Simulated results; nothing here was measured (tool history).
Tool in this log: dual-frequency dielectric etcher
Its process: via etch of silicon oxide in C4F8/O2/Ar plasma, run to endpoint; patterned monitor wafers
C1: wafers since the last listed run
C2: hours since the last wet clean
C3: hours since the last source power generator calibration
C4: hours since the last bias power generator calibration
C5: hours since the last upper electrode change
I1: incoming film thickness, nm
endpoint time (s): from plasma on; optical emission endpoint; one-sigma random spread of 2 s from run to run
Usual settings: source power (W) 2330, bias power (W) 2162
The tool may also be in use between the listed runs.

Run 1, hour 0.0: usual settings; C1 0; C2 6.6; C3 3480.5; C4 1757.1; C5 2410.4; I1 1393.4. Result: endpoint time (s) 272.8.
Run 2, hour 16.2: usual settings; C1 47; C2 22.8; C3 3496.7; C4 1773.3; C5 2426.6; I1 1375.8. Result: endpoint time (s) 275.8.
Run 3, hour 30.7: usual settings but bias power (W) 1985; C1 42; C2 37.3; C3 3511.2; C4 1787.8; C5 2441.1; I1 1381.4. Result: endpoint time (s) 275.0.
Run 4, hour 44.4: usual settings but source power (W) 1990; C1 40; C2 51.0; C3 3524.9; C4 1801.5; C5 2454.8; I1 1366.3. Result: endpoint time (s) 286.5.
Run 5, hour 56.4: usual settings but source power (W) 1880; C1 35; C2 63.0; C3 3536.9; C4 1813.5; C5 2466.8; I1 1390.4. Result: endpoint time (s) 301.0.
Run 6, hour 69.3: usual settings but source power (W) 1880; C1 37; C2 75.9; C3 3549.8; C4 1826.4; C5 2479.7; I1 1387.6. Result: endpoint time (s) 300.7.
Run 7, hour 82.4: usual settings but source power (W) 1880; C1 38; C2 89.0; C3 3562.9; C4 1839.5; C5 2492.8; I1 1376.1. Result: endpoint time (s) 299.6.
Run 8, hour 103.9: usual settings but source power (W) 2520; C1 62; C2 110.5; C3 3584.4; C4 1861.0; C5 2514.3; I1 1393.4. Result: endpoint time (s) 270.2.
Run 9, hour 128.8: usual settings but source power (W) 2520; C1 72; C2 135.4; C3 3609.3; C4 1885.9; C5 2539.2; I1 1398.8. Result: endpoint time (s) 271.9.
Run 10, hour 145.6: usual settings but source power (W) 2670; C1 49; C2 152.2; C3 3626.1; C4 1902.7; C5 2556.0; I1 1376.4. Result: endpoint time (s) 259.4.
Run 11, hour 171.9: usual settings but source power (W) 2670; C1 76; C2 178.5; C3 3652.4; C4 1929.0; C5 2582.3; I1 1377.3. Result: endpoint time (s) 259.9.
At hour 205.6: upper electrode replaced.
Run 12, hour 270.3: usual settings but bias power (W) 2382; C1 217; C2 276.9; C3 3750.8; C4 2027.4; C5 64.7; I1 1394.9. Result: endpoint time (s) 279.8.
Run 13, hour 284.7: usual settings but source power (W) 2750; C1 42; C2 291.3; C3 3765.2; C4 2041.8; C5 79.1; I1 1380.6. Result: endpoint time (s) 262.8.
Run 14, hour 307.5: usual settings; C1 66; C2 314.1; C3 3788.0; C4 2064.6; C5 101.9; I1 1379.1. Result: endpoint time (s) 283.8.
Run 15, hour 342.4: usual settings but source power (W) 2620, bias power (W) 2459; C1 101; C2 349.0; C3 3822.9; C4 2099.5; C5 136.8; I1 1397.3. Result: endpoint time (s) 266.2.
At hour 371.5: wet clean of the chamber.
Run 16, hour 372.0: usual settings; C1 16; C2 0.5; C3 3852.5; C4 2129.1; C5 166.4; I1 1379.7. Result: endpoint time (s) 274.6.
Run 17, hour 385.2: usual settings but bias power (W) 1849; C1 38; C2 13.7; C3 3865.7; C4 2142.3; C5 179.6; I1 1376.5. Result: endpoint time (s) 286.0.
Run 18, hour 416.7: usual settings but source power (W) 2700, bias power (W) 2354; C1 92; C2 45.2; C3 3897.2; C4 2173.8; C5 211.1; I1 1388.7. Result: endpoint time (s) 256.8.
Run 19, hour 441.9: usual settings; C1 73; C2 70.4; C3 3922.4; C4 2199.0; C5 236.3; I1 1386.9. Result: endpoint time (s) 274.7.
Run 20, hour 471.3: usual settings but source power (W) 2530, bias power (W) 1916; C1 85; C2 99.8; C3 3951.8; C4 2228.4; C5 265.7; I1 1376.6. Result: endpoint time (s) 277.0.
Run 21, hour 487.8: usual settings but source power (W) 2710, bias power (W) 1646; C1 48; C2 116.3; C3 3968.3; C4 2244.9; C5 282.2; I1 1392.8. Result: endpoint time (s) 283.5.
Run 22, hour 515.6: usual settings but source power (W) 2480; C1 81; C2 144.1; C3 3996.1; C4 2272.7; C5 310.0; I1 1386.0. Result: endpoint time (s) 275.2.
Run 23, hour 530.2: usual settings but source power (W) 2700, bias power (W) 2508; C1 42; C2 158.7; C3 4010.7; C4 2287.3; C5 324.6; I1 1394.6. Result: endpoint time (s) 253.2.
At hour 556.0: source power generator calibrated.
At hour 556.7: bias power generator calibrated.
Run 24, hour 557.2: usual settings but source power (W) 2790, bias power (W) 1691; C1 65; C2 185.7; C3 1.2; C4 0.5; C5 351.6; I1 1387.7. Result: endpoint time (s) 274.9.
Run 25, hour 591.9: usual settings; C1 101; C2 220.4; C3 35.9; C4 35.2; C5 386.3; I1 1380.1. Result: endpoint time (s) 280.1.
Run 26, hour 622.6: usual settings but source power (W) 2010, bias power (W) 2514; C1 89; C2 251.1; C3 66.6; C4 65.9; C5 417.0; I1 1377.4. Result: endpoint time (s) 284.2.
Run 27, hour 655.2: usual settings but source power (W) 1820, bias power (W) 1841; C1 95; C2 283.7; C3 99.2; C4 98.5; C5 449.6; I1 1371.8. Result: endpoint time (s) 323.9.
Run 28, hour 678.0: usual settings but source power (W) 2850; C1 66; C2 306.5; C3 122.0; C4 121.3; C5 472.4; I1 1385.9. Result: endpoint time (s) 262.9.
Run 29, hour 707.7: usual settings but source power (W) 2120, bias power (W) 2545; C1 86; C2 336.2; C3 151.7; C4 151.0; C5 502.1; I1 1385.1. Result: endpoint time (s) 285.1.
Run 30, hour 751.8: usual settings but source power (W) 1960, bias power (W) 1934; C1 128; C2 380.3; C3 195.8; C4 195.1; C5 546.2; I1 1377.7. Result: endpoint time (s) 319.6.
At hour 795.7: wet clean of the chamber.
Run 31, hour 796.2: usual settings but source power (W) 2050; C1 59; C2 0.5; C3 240.2; C4 239.5; C5 590.6; I1 1379.2. Result: endpoint time (s) 285.1.
Run 32, hour 814.0: usual settings but source power (W) 1800, bias power (W) 1895; C1 52; C2 18.3; C3 258.0; C4 257.3; C5 608.4; I1 1392.4. Result: endpoint time (s) 313.1.
Run 33, hour 847.3: usual settings but source power (W) 2830, bias power (W) 2357; C1 97; C2 51.6; C3 291.3; C4 290.6; C5 641.7; I1 1387.5. Result: endpoint time (s) 248.8.
Run 34, hour 873.3: usual settings; C1 75; C2 77.6; C3 317.3; C4 316.6; C5 667.7; I1 1382.1. Result: endpoint time (s) 272.8.
Run 35, hour 904.2: usual settings but source power (W) 2540, bias power (W) 2375; C1 90; C2 108.5; C3 348.2; C4 347.5; C5 698.6; I1 1392.3. Result: endpoint time (s) 263.1.
Run 36, hour 926.5: usual settings but source power (W) 2650, bias power (W) 1992; C1 65; C2 130.8; C3 370.5; C4 369.8; C5 720.9; I1 1376.6. Result: endpoint time (s) 270.9.

What was the tool's hidden state at every run in the log?
source power that arrives over what is set, %: 0 at every run
bias power that arrives over what is set, %: 0 at every run
H1: etch rate over this chamber's usual, %
run      H1
  1  -0.102
  2  -0.327
  3  -0.528
  4  -0.718
  5  -0.885
  6   -1.06
  7   -1.25
  8   -1.54
  9   -1.89
 10   -2.12
 11   -2.49
 12   -3.86
 13   -4.06
 14   -4.37
 15   -4.86
 16  -0.757
 17   -0.94
 18   -1.38
 19   -1.73
 20   -2.14
 21   -2.37
 22   -2.75
 23   -2.95
 24   -3.33
 25   -3.81
 26   -4.24
 27   -4.69
 28   -5.01
 29   -5.42
 30   -6.03
 31  -0.364
 32  -0.612
 33   -1.07
 34   -1.44
 35   -1.86
 36   -2.17

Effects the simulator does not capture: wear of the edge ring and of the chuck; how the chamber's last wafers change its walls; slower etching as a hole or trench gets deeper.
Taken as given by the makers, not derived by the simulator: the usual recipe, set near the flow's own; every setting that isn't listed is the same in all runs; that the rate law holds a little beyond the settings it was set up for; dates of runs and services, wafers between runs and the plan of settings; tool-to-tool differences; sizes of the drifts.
